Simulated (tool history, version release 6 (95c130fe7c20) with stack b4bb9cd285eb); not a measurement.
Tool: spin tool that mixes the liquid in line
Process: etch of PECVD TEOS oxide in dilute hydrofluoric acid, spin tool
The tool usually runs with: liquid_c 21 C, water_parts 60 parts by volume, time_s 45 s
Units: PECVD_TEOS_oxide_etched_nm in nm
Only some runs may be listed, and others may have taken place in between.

run   hour  liquid_c  water_parts  time_s  read-back film thickness of the PECVD TEOS oxide reference wafer, read on the same gauge (nm)  PECVD_TEOS_oxide_etched_nm
  1      0        21           60      45                                                                                          57.77                        7.48
  2   28.3        21           60      45                                                                                          57.75                        7.42
  3   51.1        21           60      45                                                                                          57.74                        7.51
      58.3  -- thermometer replaced
  4   71.6        21           55      30                                                                                          57.69                        5.47
  5   94.4        21           55      30                                                                                          57.65                        5.45
  6  123.1        21           60      40                                                                                          57.66                        6.59
  7  143.4        21           60      40                                                                                          57.66                        6.63
  8  159.4        21           55      45                                                                                          57.68                         8.2
  9  174.1        21           60      45                                                                                          57.65                        7.45
 10  204.9        21           60      45                                                                                          57.68                        7.43
 11  223.7        21           60      45                                                                                          57.62                        7.46
 12    256        23           45      45                                                                                          57.63                       10.96
 13  276.4        21           45      20                                                                                          57.66                         4.5
 14    303        17           35      45                                                                                           57.6                       11.14
 15  334.1        21           60      45                                                                                          57.57                         7.4
 16  357.9        21           70      45                                                                                          57.62                        6.26
     367.5  -- gauge calibrated
 17  382.3        21           60      45                                                                                          59.99                        7.75
 18  397.4        24           70      55                                                                                          59.88                        9.08
 19  416.3        21           60      45                                                                                          59.79                        7.73
     423.7  -- hydrofluoric acid flow meter replaced
 20  442.2        18           45      45                                                                                          59.69                         9.2
 21  476.8      19.5           30      25                                                                                          59.54                        8.35
 22    497        21           60      45                                                                                          59.39                        7.69

Predict the results of run 23:
 23  519.8        21           60      45                                                                                              ?                           ?

Logged for run 23: read-back film thickness of the PECVD TEOS oxide reference wafer, read on the same gauge (nm) 59.33, PECVD_TEOS_oxide_etched_nm 7.66 nm.
On a tool with no hidden condition, and with the same random variation, this run would have come out at PECVD_TEOS_oxide_etched_nm 7.75 nm.
